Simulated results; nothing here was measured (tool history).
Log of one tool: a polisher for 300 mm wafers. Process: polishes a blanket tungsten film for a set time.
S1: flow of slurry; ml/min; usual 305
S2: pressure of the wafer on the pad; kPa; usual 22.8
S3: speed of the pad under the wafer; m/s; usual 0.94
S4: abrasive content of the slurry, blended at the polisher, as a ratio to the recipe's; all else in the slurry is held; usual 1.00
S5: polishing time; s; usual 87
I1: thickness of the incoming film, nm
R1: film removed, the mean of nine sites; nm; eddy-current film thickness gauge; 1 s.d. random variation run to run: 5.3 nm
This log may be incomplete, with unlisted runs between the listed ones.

| run | hour | S1 | S2 | S3 | S4 | S5 | I1 | R1 |
|---|---|---|---|---|---|---|---|---|
| 1 | 0.0 | 305 | 22.8 | 0.94 | 1.00 | 87 | 1145.3 | 361.0 |
|  | 17.0 | worn pad replaced by a new one |
| 2 | 69.3 | 305 | 22.8 | 0.94 | 1.00 | 87 | 1175.9 | 355.5 |
|  | 85.7 | head pressure recalibrated |
| 3 | 116.1 | 305 | 22.8 | 0.94 | 1.00 | 87 | 1176.4 | 363.7 |
|  | 127.6 | slurry blender recalibrated |
| 4 | 158.7 | 305 | 22.8 | 0.94 | 1.00 | 87 | 1147.5 | 349.2 |
| 5 | 212.2 | 305 | 22.8 | 0.94 | 1.00 | 87 | 1154.3 | 365.4 |
| 6 | 244.1 | 305 | 22.8 | 0.94 | 1.00 | 87 | 1158.9 | 360.8 |
| 7 | 273.2 | 305 | 22.8 | 0.82 | 1.00 | 87 | 1162.7 | 329.8 |
|  | 306.3 | slurry tank refilled with fresh slurry and peroxide |
| 8 | 313.0 | 270 | 22.8 | 1.22 | 1.00 | 87 | 1170.0 | 423.5 |
| 9 | 343.3 | 220 | 22.8 | 1.06 | 1.10 | 67 | 1169.6 | 301.2 |
| 10 | 410.3 | 250 | 28.3 | 0.94 | 0.90 | 78 | 1159.9 | 384.2 |
| 11 | 439.8 | 305 | 22.8 | 1.08 | 1.00 | 87 | 1154.8 | 405.9 |
|  | 468.8 | worn pad replaced by a new one |
| 12 | 509.5 | 305 | 22.8 | 0.94 | 1.00 | 87 | 1149.1 | 360.7 |
|  | 557.3 | slurry nozzle cleaned |
| 13 | 559.8 | 305 | 30.3 | 0.94 | 0.75 | 87 | 1177.3 | 458.0 |
|  | 620.7 | slurry blender recalibrated |
| 14 | 627.7 | 305 | 22.8 | 0.94 | 1.00 | 87 | 1170.4 | 362.4 |
| 15 | 699.6 | 305 | 22.8 | 0.94 | 1.00 | 87 | 1141.0 | 355.6 |
| 16 | 760.6 | 305 | 22.8 | 0.94 | 1.00 | 87 | 1154.9 | 349.6 |
|  | 810.9 | head pressure recalibrated |
| 17 | 811.4 | 345 | 22.8 | 0.86 | 0.80 | 87 | 1148.5 | 330.0 |
|  | 840.2 | slurry tank refilled with fresh slurry and peroxide |
| 18 | 880.4 | 265 | 22.8 | 0.94 | 1.00 | 87 | 1155.8 | 352.9 |
| 19 | 927.5 | 365 | 22.8 | 0.76 | 1.00 | 116 | 1162.6 | 439.5 |
|  | 948.7 | worn pad replaced by a new one |
| 20 | 960.7 | 305 | 22.8 | 0.94 | 1.00 | 87 | 1149.8 | 360.4 |
| 21 | 1025.1 | 305 | 17.9 | 0.94 | 1.00 | 87 | 1157.6 | 287.2 |
| 22 | 1080.9 | 305 | 22.8 | 0.94 | 1.00 | 87 | 1168.5 | 364.2 |
|  | 1094.3 | slurry blender recalibrated |
| 23 | 1150.8 | 305 | 22.8 | 1.14 | 1.00 | 58 | 1148.1 | 277.6 |
| 24 | 1175.9 | 305 | 26.2 | 1.24 | 1.00 | 74 | 1144.4 | 423.1 |
| 25 | 1204.4 | 340 | 27.6 | 0.94 | 1.20 | 76 | 1146.8 | 402.5 |
| 26 | 1229.4 | 305 | 22.8 | 0.94 | 1.00 | 87 | 1150.3 | 350.3 |

Forecast each of these 4 alternatives for the next run:
| A | 1229.9 | 305 | 22.8 | 0.62 | 1.00 | 87 | 1155.6 | ? |
| B | 1229.9 | 305 | 14.5 | 0.94 | 1.00 | 87 | 1155.6 | ? |
| C | 1229.9 | 380 | 22.8 | 0.80 | 1.00 | 87 | 1155.6 | ? |
| D | 1229.9 | 275 | 18.6 | 0.86 | 1.00 | 87 | 1155.6 | ? |

| run | R1 |
|---|---|
| A | 288.5 |
| B | 230.7 |
| C | 335.8 |
| D | 278.9 |
Stripped of hidden state, with their random variation kept, the same runs would have yielded:
| run | R1 |
|---|---|
| A | 288.5 |
| B | 230.7 |
| C | 335.8 |
| D | 278.9 |
